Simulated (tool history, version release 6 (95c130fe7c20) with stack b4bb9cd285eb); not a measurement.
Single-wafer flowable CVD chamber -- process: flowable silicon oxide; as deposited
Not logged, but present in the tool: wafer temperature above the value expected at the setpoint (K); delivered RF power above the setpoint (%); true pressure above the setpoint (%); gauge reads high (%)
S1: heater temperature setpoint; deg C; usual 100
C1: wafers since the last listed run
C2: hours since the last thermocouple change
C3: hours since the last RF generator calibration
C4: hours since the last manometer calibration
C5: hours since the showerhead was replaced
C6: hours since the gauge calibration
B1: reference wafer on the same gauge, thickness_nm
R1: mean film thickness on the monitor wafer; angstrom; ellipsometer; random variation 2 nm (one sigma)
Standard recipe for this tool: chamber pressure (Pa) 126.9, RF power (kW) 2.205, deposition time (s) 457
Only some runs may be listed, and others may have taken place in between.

Run 1, hour 0.0: usual settings but S1 107 deg C; C1 0; C2 1774.0; C3 235.7; C4 926.3; C5 6075.0; C6 468.1; B1 361.505. Result: R1 2660.95 angstrom.
Run 2, hour 42.5: usual settings but S1 107 deg C; C1 106; C2 1816.5; C3 278.2; C4 968.8; C5 6117.5; C6 510.6; B1 361.012. Result: R1 2643.54 angstrom.
Run 3, hour 103.4: usual settings; C1 153; C2 1877.4; C3 339.1; C4 1029.7; C5 6178.4; C6 571.5; B1 360.853. Result: R1 3484.75 angstrom.
Run 4, hour 145.2: usual settings; C1 105; C2 1919.2; C3 380.9; C4 1071.5; C5 6220.2; C6 613.3; B1 360.427. Result: R1 3464.97 angstrom.
Run 5, hour 210.0: usual settings; C1 163; C2 1984.0; C3 445.7; C4 1136.3; C5 6285.0; C6 678.1; B1 361.364. Result: R1 3484.58 angstrom.
Run 6, hour 267.4: usual settings but deposition time (s) 393; C1 144; C2 2041.4; C3 503.1; C4 1193.7; C5 6342.4; C6 735.5; B1 361.700. Result: R1 3025.81 angstrom.
Run 7, hour 301.4: usual settings but deposition time (s) 393; C1 85; C2 2075.4; C3 537.1; C4 1227.7; C5 6376.4; C6 769.5; B1 360.741. Result: R1 3019.53 angstrom.
Run 8, hour 348.8: usual settings but deposition time (s) 393; C1 119; C2 2122.8; C3 584.5; C4 1275.1; C5 6423.8; C6 816.9; B1 361.834. Result: R1 3020.23 angstrom.
Run 9, hour 373.9: usual settings; C1 63; C2 2147.9; C3 609.6; C4 1300.2; C5 6448.9; C6 842.0; B1 361.093. Result: R1 3539.28 angstrom.
Run 10, hour 421.7: usual settings; C1 120; C2 2195.7; C3 657.4; C4 1348.0; C5 6496.7; C6 889.8; B1 361.019. Result: R1 3505.90 angstrom.
Run 11, hour 453.5: usual settings; C1 80; C2 2227.5; C3 689.2; C4 1379.8; C5 6528.5; C6 921.6; B1 361.527. Result: R1 3571.69 angstrom.
Run 12, hour 506.8: usual settings but deposition time (s) 394; C1 134; C2 2280.8; C3 742.5; C4 1433.1; C5 6581.8; C6 974.9; B1 360.609. Result: R1 3095.94 angstrom.
Run 13, hour 562.8: usual settings but S1 110 deg C; C1 140; C2 2336.8; C3 798.5; C4 1489.1; C5 6637.8; C6 1030.9; B1 361.660. Result: R1 2448.43 angstrom.
Run 14, hour 619.2: usual settings but chamber pressure (Pa) 109.2; C1 141; C2 2393.2; C3 854.9; C4 1545.5; C5 6694.2; C6 1087.3; B1 360.419. Result: R1 3071.07 angstrom.
At hour 638.3: thermocouple changed; heater temperature recalibrated.
Run 15, hour 688.5: usual settings but chamber pressure (Pa) 136.7, RF power (kW) 2.090, deposition time (s) 497; C1 154; C2 50.2; C3 924.2; C4 1614.8; C5 6763.5; C6 1156.6; B1 360.859. Result: R1 4102.14 angstrom.
Run 16, hour 733.6: usual settings but S1 108 deg C, chamber pressure (Pa) 141.9, RF power (kW) 2.420; C1 113; C2 95.3; C3 969.3; C4 1659.9; C5 6808.6; C6 1201.7; B1 360.938. Result: R1 3015.07 angstrom.
At hour 793.0: showerhead replaced.
Run 17, hour 796.4: usual settings but RF power (kW) 2.315; C1 137; C2 158.1; C3 1032.1; C4 1722.7; C5 3.4; C6 1264.5; B1 360.422. Result: R1 3640.26 angstrom.

Forecast run 18:
Run 18, hour 864.7: usual settings but S1 91 deg C, chamber pressure (Pa) 143.2; C1 171; C2 226.4; C3 1100.4; C4 1791.0; C5 71.7; C6 1332.8; B1 ?. Result: R1 ?.

{"run 18": {"B1": 361.537, "R1": 5772.6}}
With no hidden state in the tool, this same run would have given R1 5419.29 angstrom.

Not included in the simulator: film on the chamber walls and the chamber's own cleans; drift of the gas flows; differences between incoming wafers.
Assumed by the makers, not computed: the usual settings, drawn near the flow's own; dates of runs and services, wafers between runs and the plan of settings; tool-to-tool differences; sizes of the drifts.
